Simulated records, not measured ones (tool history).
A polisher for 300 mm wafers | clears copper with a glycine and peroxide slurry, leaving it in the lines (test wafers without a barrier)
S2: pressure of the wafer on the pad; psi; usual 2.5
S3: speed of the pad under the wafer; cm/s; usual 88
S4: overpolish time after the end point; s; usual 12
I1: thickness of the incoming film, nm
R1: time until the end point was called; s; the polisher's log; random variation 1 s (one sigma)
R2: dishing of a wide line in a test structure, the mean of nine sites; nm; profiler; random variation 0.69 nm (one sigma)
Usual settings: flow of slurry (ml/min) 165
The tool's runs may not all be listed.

{"run": 1, "hour": 0.0, "flow of slurry (ml/min)": 165, "S2": 2.5, "S3": 88, "S4": 12, "I1": 497.5, "R1": 98.0, "R2": 28.9}
{"hour": 18.7, "done": "slurry nozzle cleaned"}
{"run": 2, "hour": 40.7, "flow of slurry (ml/min)": 165, "S2": 2.5, "S3": 88, "S4": 12, "I1": 496.4, "R1": 95.0, "R2": 30.4}
{"hour": 81.9, "done": "worn pad replaced by a new one"}
{"run": 3, "hour": 82.8, "flow of slurry (ml/min)": 165, "S2": 2.5, "S3": 88, "S4": 9, "I1": 500.3, "R1": 95.6, "R2": 27.7}
{"run": 4, "hour": 139.4, "flow of slurry (ml/min)": 165, "S2": 2.5, "S3": 88, "S4": 9, "I1": 505.6, "R1": 96.7, "R2": 25.6}
{"hour": 244.3, "done": "slurry nozzle cleaned"}
{"hour": 246.5, "done": "worn pad replaced by a new one"}
{"run": 5, "hour": 282.1, "flow of slurry (ml/min)": 165, "S2": 2.5, "S3": 88, "S4": 9, "I1": 505.3, "R1": 94.9, "R2": 26.3}
{"run": 6, "hour": 337.9, "flow of slurry (ml/min)": 165, "S2": 2.5, "S3": 88, "S4": 12, "I1": 511.7, "R1": 96.2, "R2": 32.4}
{"run": 7, "hour": 362.9, "flow of slurry (ml/min)": 165, "S2": 2.5, "S3": 88, "S4": 12, "I1": 505.1, "R1": 96.1, "R2": 31.6}
{"hour": 384.0, "done": "worn pad replaced by a new one"}
{"run": 8, "hour": 405.3, "flow of slurry (ml/min)": 165, "S2": 2.5, "S3": 88, "S4": 12, "I1": 505.6, "R1": 93.6, "R2": 32.3}
{"hour": 449.7, "done": "head pressure recalibrated"}
{"run": 9, "hour": 451.3, "flow of slurry (ml/min)": 165, "S2": 2.0, "S3": 110, "S4": 12, "I1": 499.3, "R1": 106.6, "R2": 28.7}
{"run": 10, "hour": 491.1, "flow of slurry (ml/min)": 205, "S2": 2.5, "S3": 88, "S4": 12, "I1": 499.6, "R1": 96.1, "R2": 31.6}
{"hour": 518.3, "done": "slurry nozzle cleaned"}
{"run": 11, "hour": 532.4, "flow of slurry (ml/min)": 190, "S2": 1.7, "S3": 62, "S4": 12, "I1": 504.0, "R1": 146.5, "R2": 23.0}
{"hour": 537.9, "done": "worn pad replaced by a new one"}
{"run": 12, "hour": 560.2, "flow of slurry (ml/min)": 135, "S2": 2.5, "S3": 88, "S4": 16, "I1": 510.7, "R1": 103.3, "R2": 35.3}
{"run": 13, "hour": 618.3, "flow of slurry (ml/min)": 165, "S2": 2.5, "S3": 88, "S4": 14, "I1": 511.2, "R1": 98.1, "R2": 34.7}
{"run": 14, "hour": 655.3, "flow of slurry (ml/min)": 140, "S2": 3.3, "S3": 112, "S4": 10, "I1": 503.2, "R1": 66.6, "R2": 33.8}
{"hour": 701.7, "done": "worn pad replaced by a new one"}
{"hour": 767.8, "done": "slurry nozzle cleaned"}
{"run": 15, "hour": 796.6, "flow of slurry (ml/min)": 165, "S2": 2.5, "S3": 88, "S4": 12, "I1": 507.8, "R1": 92.7, "R2": 31.2}

Some steps in R1 between neighbouring runs. How much of each would the tool show without its hidden state too (settings, what came in, random variation), and how much is left for the hidden state, with any gauge scatter that isn't in both results?
The hidden state here: removal rate lost through wear of the pad, %; slurry flow missing at the pad, %; deviation of the head's pressure from its setpoint, %.
Run 8 -> 9: S2 2.5 -> 2.0, S3 88 -> 110, head pressure recalibrated. R1 +13.0 s: hidden state +7.3, all else +5.7.
Run 10 -> 11: flow of slurry (ml/min) 205 -> 190, S2 2.5 -> 1.7, S3 88 -> 62, slurry nozzle cleaned. R1 +50.4 s: hidden state -2.8, all else +53.2.

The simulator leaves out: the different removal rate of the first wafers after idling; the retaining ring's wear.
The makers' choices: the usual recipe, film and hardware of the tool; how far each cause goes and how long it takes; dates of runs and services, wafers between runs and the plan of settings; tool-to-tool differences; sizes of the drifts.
